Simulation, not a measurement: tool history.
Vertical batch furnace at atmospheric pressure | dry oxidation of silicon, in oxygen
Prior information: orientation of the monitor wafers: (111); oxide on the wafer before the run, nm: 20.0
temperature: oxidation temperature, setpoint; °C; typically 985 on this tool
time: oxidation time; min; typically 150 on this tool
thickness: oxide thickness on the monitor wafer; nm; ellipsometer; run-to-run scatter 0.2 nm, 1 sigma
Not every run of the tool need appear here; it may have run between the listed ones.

run,day,temperature,time,"read-back reference wafer on the same gauge, thickness",thickness
1,0,985,150,114.96,130.77
2,1.921,985,150,115.05,130.93
3,2.267,985,114,114.95,111.18
4,3.088,985,114,115.05,111.32
5,4.021,985,150,115.06,130.8
6,4.762,985,150,115.05,130.83
7,5.117,985,150,115.02,131.29
8,5.671,968,184.5,115.03,133.31
9,6.233,968,184.5,114.99,132.95
# day 6.521: gauge calibrated
10,7.017,966,115.5,115,99.4
11,7.571,966,150,115.12,115.72
# day 9.083: thermocouples replaced and temperature profile calibrated
12,9.104,985,150,115.03,130.89
13,9.325,985,150,114.95,130.97
14,9.546,985,173,114.93,142.53
15,9.767,965,77,115,78.05
# day 11.429: boat lift adjusted
16,11.45,968,201.5,114.97,140.08
17,11.671,968,189.5,114.93,134.9
18,12.221,995,131,114.98,128.6
19,12.725,967,104.5,114.89,94.27
20,13.188,968,201.5,115,140.09
21,13.904,1005,181,115.07,166.05
22,14.558,972,183,114.98,135.2
23,15.138,996,190,114.96,160.49

Here are 4 independent what-if runs from the current tool condition. What would each one return?
A,15.362,985,150,?,?
B,15.362,974,105.5,?,?
C,15.362,997,88.5,?,?
D,15.362,985,75.5,?,?

run,"read-back reference wafer on the same gauge, thickness",thickness
A,114.96,130.84
B,114.96,99.14
C,114.96,103.41
D,114.96,87.56
Stripped of hidden state, with their random variation kept, the same runs would have yielded:
run,thickness
A,130.84
B,99.14
C,103.41
D,87.56

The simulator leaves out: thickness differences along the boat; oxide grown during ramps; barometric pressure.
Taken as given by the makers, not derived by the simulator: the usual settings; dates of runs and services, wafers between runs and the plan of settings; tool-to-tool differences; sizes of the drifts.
